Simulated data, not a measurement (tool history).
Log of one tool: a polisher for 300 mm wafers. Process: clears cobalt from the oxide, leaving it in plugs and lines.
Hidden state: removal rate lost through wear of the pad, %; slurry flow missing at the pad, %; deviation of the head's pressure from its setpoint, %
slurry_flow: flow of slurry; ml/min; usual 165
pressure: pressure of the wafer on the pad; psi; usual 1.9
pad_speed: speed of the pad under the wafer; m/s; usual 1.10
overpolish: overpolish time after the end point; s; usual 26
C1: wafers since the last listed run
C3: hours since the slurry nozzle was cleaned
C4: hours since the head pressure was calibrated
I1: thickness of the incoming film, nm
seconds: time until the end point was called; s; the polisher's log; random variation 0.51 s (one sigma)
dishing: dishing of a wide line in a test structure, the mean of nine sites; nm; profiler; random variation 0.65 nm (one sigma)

Run 1, day 0.000: usual settings; C1 0; wafers polished on this pad 2921; C3 810.4; C4 277.8; I1 244.8. Result: seconds 35.1 s, dishing 61.8 nm.
At day 0.558: worn pad replaced by a new one.
Run 2, day 3.858: usual settings but pad_speed 0.86 m/s; C1 736; wafers polished on this pad 658; C3 903.0; C4 370.4; I1 248.9. Result: seconds 46.1 s, dishing 58.6 nm.
At day 4.633: slurry nozzle cleaned.
Run 3, day 7.717: usual settings but pad_speed 0.86 m/s; C1 761; wafers polished on this pad 1419; C3 74.0; C4 463.0; I1 251.7. Result: seconds 45.4 s, dishing 58.1 nm.
Run 4, day 11.308: usual settings but pad_speed 0.86 m/s; C1 716; wafers polished on this pad 2135; C3 160.2; C4 549.2; I1 246.8. Result: seconds 46.0 s, dishing 57.8 nm.
At day 14.429: worn pad replaced by a new one.
Run 5, day 15.004: usual settings; C1 703; wafers polished on this pad 114; C3 248.9; C4 637.9; I1 249.6. Result: seconds 36.8 s, dishing 63.0 nm.
Run 6, day 19.317: usual settings; C1 860; wafers polished on this pad 974; C3 352.4; C4 741.4; I1 254.7. Result: seconds 36.1 s, dishing 62.7 nm.
Run 7, day 23.788: usual settings but pressure 1.4 psi, overpolish 30 s; C1 891; wafers polished on this pad 1866; C3 459.7; C4 848.7; I1 247.8. Result: seconds 49.1 s, dishing 60.8 nm.
Run 8, day 26.708: usual settings but pressure 1.6 psi; C1 582; wafers polished on this pad 2448; C3 529.8; C4 918.8; I1 247.1. Result: seconds 42.0 s, dishing 59.6 nm.
Run 9, day 28.408: usual settings but pressure 1.6 psi; C1 339; wafers polished on this pad 2787; C3 570.6; C4 959.6; I1 250.4. Result: seconds 43.1 s, dishing 60.3 nm.
At day 28.729: worn pad replaced by a new one.
Run 10, day 32.896: usual settings but pressure 1.6 psi; C1 861; wafers polished on this pad 830; C3 678.3; C4 1067.3; I1 248.4. Result: seconds 40.7 s, dishing 60.9 nm.
Run 11, day 35.758: usual settings; C1 570; wafers polished on this pad 1401; C3 747.0; C4 1136.0; I1 252.1. Result: seconds 35.5 s, dishing 64.0 nm.
At day 37.696: head pressure recalibrated.
Run 12, day 38.042: usual settings; C1 438; wafers polished on this pad 1840; C3 801.8; C4 8.3; I1 250.1. Result: seconds 36.6 s, dishing 62.9 nm.
Run 13, day 40.046: usual settings but pressure 1.5 psi, pad_speed 1.36 m/s; C1 399; wafers polished on this pad 2240; C3 849.9; C4 56.4; I1 250.7. Result: seconds 38.3 s, dishing 61.6 nm.
Run 14, day 41.688: usual settings but pressure 2.3 psi, pad_speed 0.84 m/s; C1 327; wafers polished on this pad 2567; C3 889.3; C4 95.8; I1 247.5. Result: seconds 39.2 s, dishing 61.1 nm.
Run 15, day 43.388: usual settings but slurry_flow 135 ml/min, pressure 1.3 psi, pad_speed 1.28 m/s, overpolish 13 s; C1 339; wafers polished on this pad 2906; C3 930.1; C4 136.6; I1 249.3. Result: seconds 46.9 s, dishing 39.0 nm.
At day 44.596: slurry nozzle cleaned.
At day 45.108: worn pad replaced by a new one.
Run 16, day 47.883: usual settings but slurry_flow 195 ml/min, pressure 2.3 psi, pad_speed 1.32 m/s, overpolish 31 s; C1 855; wafers polished on this pad 553; C3 78.9; C4 244.5; I1 249.7. Result: seconds 24.1 s, dishing 68.3 nm.
Run 17, day 50.083: usual settings but slurry_flow 105 ml/min, pressure 2.4 psi, pad_speed 0.76 m/s, overpolish 12 s; C1 438; wafers polished on this pad 992; C3 131.7; C4 297.3; I1 251.1. Result: seconds 45.6 s, dishing 38.4 nm.
Run 18, day 52.000: usual settings but pad_speed 0.90 m/s, overpolish 18 s; C1 382; wafers polished on this pad 1374; C3 177.7; C4 343.3; I1 250.0. Result: seconds 44.9 s, dishing 50.2 nm.
Run 19, day 54.646: usual settings but pressure 1.3 psi, pad_speed 1.34 m/s; C1 527; wafers polished on this pad 1902; C3 241.2; C4 406.8; I1 250.0. Result: seconds 43.8 s, dishing 59.2 nm.
Run 20, day 58.512: usual settings; C1 771; wafers polished on this pad 2673; C3 334.0; C4 499.6; I1 251.0. Result: seconds 36.3 s, dishing 62.4 nm.
At day 62.158: worn pad replaced by a new one.
Run 21, day 63.004: usual settings; C1 862; wafers polished on this pad 168; C3 441.8; C4 607.4; I1 250.9. Result: seconds 36.2 s, dishing 62.3 nm.
Run 22, day 66.088: usual settings but slurry_flow 130 ml/min, pressure 2.2 psi; C1 614; wafers polished on this pad 783; C3 515.8; C4 681.4; I1 250.1. Result: seconds 32.0 s, dishing 65.6 nm.
Run 23, day 68.017: usual settings; C1 384; wafers polished on this pad 1167; C3 562.1; C4 727.7; I1 253.8. Result: seconds 35.5 s, dishing 62.7 nm.
Run 24, day 72.404: usual settings; C1 874; wafers polished on this pad 2042; C3 667.4; C4 833.0; I1 247.0. Result: seconds 34.9 s, dishing 63.6 nm.
Run 25, day 75.250: usual settings; C1 567; wafers polished on this pad 2610; C3 735.7; C4 901.3; I1 251.4. Result: seconds 35.4 s, dishing 62.9 nm.

Forecast each of these 5 alternatives for the next run:
Run A, day 75.267: usual settings but overpolish 36 s; C1 3; wafers polished on this pad 2613; C3 736.1; C4 901.7; I1 253.2. Result: seconds ?, dishing ?.
Run B, day 75.267: usual settings but slurry_flow 180 ml/min, pad_speed 0.86 m/s; C1 3; wafers polished on this pad 2613; C3 736.1; C4 901.7; I1 253.2. Result: seconds ?, dishing ?.
Run C, day 75.267: usual settings but pressure 2.1 psi; C1 3; wafers polished on this pad 2613; C3 736.1; C4 901.7; I1 253.2. Result: seconds ?, dishing ?.
Run D, day 75.267: usual settings but pad_speed 0.92 m/s; C1 3; wafers polished on this pad 2613; C3 736.1; C4 901.7; I1 253.2. Result: seconds ?, dishing ?.
Run E, day 75.267: usual settings but slurry_flow 220 ml/min, pressure 1.5 psi, pad_speed 1.22 m/s; C1 3; wafers polished on this pad 2613; C3 736.1; C4 901.7; I1 253.2. Result: seconds ?, dishing ?.

run  seconds  dishing
  A     34.6     67.6
  B     43.2     58.9
  C     31.3     64.7
  D     41.1     59.9
  E     38.0     61.5
Without the tool's hidden state the same runs would have given:
run  seconds  dishing
  A     36.4     67.1
  B     45.5     57.8
  C     33.0     63.9
  D     43.3     58.9
  E     40.0     60.5
